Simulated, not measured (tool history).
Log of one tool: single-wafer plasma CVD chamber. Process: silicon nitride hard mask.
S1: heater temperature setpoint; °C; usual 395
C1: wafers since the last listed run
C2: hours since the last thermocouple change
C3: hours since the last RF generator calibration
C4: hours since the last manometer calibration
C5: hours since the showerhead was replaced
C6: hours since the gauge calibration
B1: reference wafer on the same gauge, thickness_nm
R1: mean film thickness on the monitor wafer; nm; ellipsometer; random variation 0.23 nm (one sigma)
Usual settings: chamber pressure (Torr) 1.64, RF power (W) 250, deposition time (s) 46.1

run 1 hour=0.0 | S1=395 chamber_pressure_(Torr)=1.64 RF_power_(W)=260 deposition_time_(s)=52.7 | C1=0 C2=655.8 C3=1040.0 C4=452.7 C5=3931.1 C6=285.1 | B1=44.276 | R1=54.562
run 2 hour=67.9 | S1=395 chamber_pressure_(Torr)=1.64 RF_power_(W)=260 deposition_time_(s)=52.7 | C1=1095 C2=723.7 C3=1107.9 C4=520.6 C5=3999.0 C6=353.0 | B1=44.289 | R1=54.778
run 3 hour=100.4 | S1=395 chamber_pressure_(Torr)=1.64 RF_power_(W)=250 deposition_time_(s)=46.1 | C1=524 C2=756.2 C3=1140.4 C4=553.1 C5=4031.5 C6=385.5 | B1=44.299 | R1=46.982
run 4 hour=172.1 | S1=395 chamber_pressure_(Torr)=1.64 RF_power_(W)=225 deposition_time_(s)=49.9 | C1=1156 C2=827.9 C3=1212.1 C4=624.8 C5=4103.2 C6=457.2 | B1=44.309 | R1=48.785
run 5 hour=199.7 | S1=395 chamber_pressure_(Torr)=1.64 RF_power_(W)=225 deposition_time_(s)=49.9 | C1=445 C2=855.5 C3=1239.7 C4=652.4 C5=4130.8 C6=484.8 | B1=44.296 | R1=49.035
run 6 hour=262.7 | S1=395 chamber_pressure_(Torr)=1.64 RF_power_(W)=250 deposition_time_(s)=46.1 | C1=1016 C2=918.5 C3=1302.7 C4=715.4 C5=4193.8 C6=547.8 | B1=44.320 | R1=47.134
run 7 hour=313.5 | S1=395 chamber_pressure_(Torr)=1.64 RF_power_(W)=250 deposition_time_(s)=46.1 | C1=819 C2=969.3 C3=1353.5 C4=766.2 C5=4244.6 C6=598.6 | B1=44.319 | R1=46.679
run 8 hour=341.8 | S1=395 chamber_pressure_(Torr)=1.64 RF_power_(W)=250 deposition_time_(s)=46.1 | C1=456 C2=997.6 C3=1381.8 C4=794.5 C5=4272.9 C6=626.9 | B1=44.392 | R1=46.525
run 9 hour=382.5 | S1=395 chamber_pressure_(Torr)=1.64 RF_power_(W)=240 deposition_time_(s)=41.4 | C1=656 C2=1038.3 C3=1422.5 C4=835.2 C5=4313.6 C6=667.6 | B1=44.275 | R1=41.152
run 10 hour=424.7 | S1=395 chamber_pressure_(Torr)=1.64 RF_power_(W)=240 deposition_time_(s)=41.4 | C1=680 C2=1080.5 C3=1464.7 C4=877.4 C5=4355.8 C6=709.8 | B1=44.319 | R1=41.210
-- hour=435.8 capacitance manometer re-zeroed and calibrated
run 11 hour=455.1 | S1=395 chamber_pressure_(Torr)=1.64 RF_power_(W)=240 deposition_time_(s)=41.4 | C1=361 C2=1110.9 C3=1495.1 C4=19.3 C5=4386.2 C6=740.2 | B1=44.343 | R1=41.871
-- hour=484.6 RF generator calibrated
run 12 hour=495.5 | S1=395 chamber_pressure_(Torr)=1.64 RF_power_(W)=250 deposition_time_(s)=46.1 | C1=522 C2=1151.3 C3=10.9 C4=59.7 C5=4426.6 C6=780.6 | B1=44.365 | R1=47.712
run 13 hour=523.8 | S1=395 chamber_pressure_(Torr)=1.64 RF_power_(W)=250 deposition_time_(s)=46.1 | C1=456 C2=1179.6 C3=39.2 C4=88.0 C5=4454.9 C6=808.9 | B1=44.279 | R1=47.558
run 14 hour=572.6 | S1=395 chamber_pressure_(Torr)=1.64 RF_power_(W)=240 deposition_time_(s)=41.4 | C1=787 C2=1228.4 C3=88.0 C4=136.8 C5=4503.7 C6=857.7 | B1=44.248 | R1=42.241
run 15 hour=607.7 | S1=395 chamber_pressure_(Torr)=1.29 RF_power_(W)=250 deposition_time_(s)=39.5 | C1=566 C2=1263.5 C3=123.1 C4=171.9 C5=4538.8 C6=892.8 | B1=44.265 | R1=37.800
-- hour=622.7 gauge calibrated
run 16 hour=642.5 | S1=395 chamber_pressure_(Torr)=1.64 RF_power_(W)=250 deposition_time_(s)=46.1 | C1=561 C2=1298.3 C3=157.9 C4=206.7 C5=4573.6 C6=19.8 | B1=44.249 | R1=47.913
run 17 hour=677.7 | S1=395 chamber_pressure_(Torr)=1.85 RF_power_(W)=265 deposition_time_(s)=54.7 | C1=567 C2=1333.5 C3=193.1 C4=241.9 C5=4608.8 C6=55.0 | B1=44.289 | R1=60.355
run 18 hour=703.6 | S1=388 chamber_pressure_(Torr)=1.46 RF_power_(W)=250 deposition_time_(s)=54.4 | C1=417 C2=1359.4 C3=219.0 C4=267.8 C5=4634.7 C6=80.9 | B1=44.358 | R1=54.211
run 19 hour=734.1 | S1=395 chamber_pressure_(Torr)=1.64 RF_power_(W)=250 deposition_time_(s)=46.1 | C1=492 C2=1389.9 C3=249.5 C4=298.3 C5=4665.2 C6=111.4 | B1=44.206 | R1=47.335
run 20 hour=800.0 | S1=395 chamber_pressure_(Torr)=1.84 RF_power_(W)=250 deposition_time_(s)=46.1 | C1=1063 C2=1455.8 C3=315.4 C4=364.2 C5=4731.1 C6=177.3 | B1=44.245 | R1=48.988
run 21 hour=844.4 | S1=388 chamber_pressure_(Torr)=1.46 RF_power_(W)=250 deposition_time_(s)=54.4 | C1=716 C2=1500.2 C3=359.8 C4=408.6 C5=4775.5 C6=221.7 | B1=44.367 | R1=54.185
-- hour=894.1 thermocouple changed; heater temperature recalibrated
run 22 hour=915.9 | S1=395 chamber_pressure_(Torr)=1.98 RF_power_(W)=250 deposition_time_(s)=46.1 | C1=1024 C2=21.8 C3=431.3 C4=480.1 C5=4847.0 C6=293.2 | B1=44.349 | R1=49.662
run 23 hour=947.1 | S1=395 chamber_pressure_(Torr)=1.64 RF_power_(W)=280 deposition_time_(s)=46.1 | C1=503 C2=53.0 C3=462.5 C4=511.3 C5=4878.2 C6=324.4 | B1=44.338 | R1=50.086
-- hour=1011.4 showerhead replaced
run 24 hour=1018.4 | S1=395 chamber_pressure_(Torr)=1.64 RF_power_(W)=290 deposition_time_(s)=46.1 | C1=1021 C2=124.3 C3=533.8 C4=582.6 C5=7.0 C6=395.7 | B1=44.329 | R1=50.565
run 25 hour=1094.8 | S1=387 chamber_pressure_(Torr)=1.86 RF_power_(W)=250 deposition_time_(s)=46.1 | C1=1232 C2=200.7 C3=610.2 C4=659.0 C5=83.4 C6=472.1 | B1=44.303 | R1=48.864
run 26 hour=1144.1 | S1=395 chamber_pressure_(Torr)=1.64 RF_power_(W)=250 deposition_time_(s)=46.1 | C1=795 C2=250.0 C3=659.5 C4=708.3 C5=132.7 C6=521.4 | B1=44.361 | R1=46.642
run 27 hour=1207.0 | S1=389 chamber_pressure_(Torr)=1.64 RF_power_(W)=300 deposition_time_(s)=46.1 | C1=1014 C2=312.9 C3=722.4 C4=771.2 C5=195.6 C6=584.3 | B1=44.301 | R1=51.155
-- hour=1301.9 capacitance manometer re-zeroed and calibrated
run 28 hour=1302.4 | S1=395 chamber_pressure_(Torr)=1.64 RF_power_(W)=250 deposition_time_(s)=46.1 | C1=1410 C2=408.3 C3=817.8 C4=0.5 C5=291.0 C6=679.7 | B1=44.340 | R1=47.716

What the log doesn't show, run by run:
wafer temperature above the value expected at the setpoint (K): 0 in every run
delivered RF power above the setpoint (%): 0 in every run
gauge reads high (%): 0 in every run
H1: true pressure above the setpoint (%)
run=1 H1=-3.5
run=2 H1=-4.09
run=3 H1=-4.38
run=4 H1=-5.01
run=5 H1=-5.25
run=6 H1=-5.81
run=7 H1=-6.25
run=8 H1=-6.5
run=9 H1=-6.86
run=10 H1=-7.23
run=11 H1=0.135
run=12 H1=-0.22
run=13 H1=-0.469
run=14 H1=-0.898
run=15 H1=-1.21
run=16 H1=-1.51
run=17 H1=-1.82
run=18 H1=-2.05
run=19 H1=-2.32
run=20 H1=-2.9
run=21 H1=-3.29
run=22 H1=-3.91
run=23 H1=-4.19
run=24 H1=-4.81
run=25 H1=-5.49
run=26 H1=-5.92
run=27 H1=-6.47
run=28 H1=-0.216

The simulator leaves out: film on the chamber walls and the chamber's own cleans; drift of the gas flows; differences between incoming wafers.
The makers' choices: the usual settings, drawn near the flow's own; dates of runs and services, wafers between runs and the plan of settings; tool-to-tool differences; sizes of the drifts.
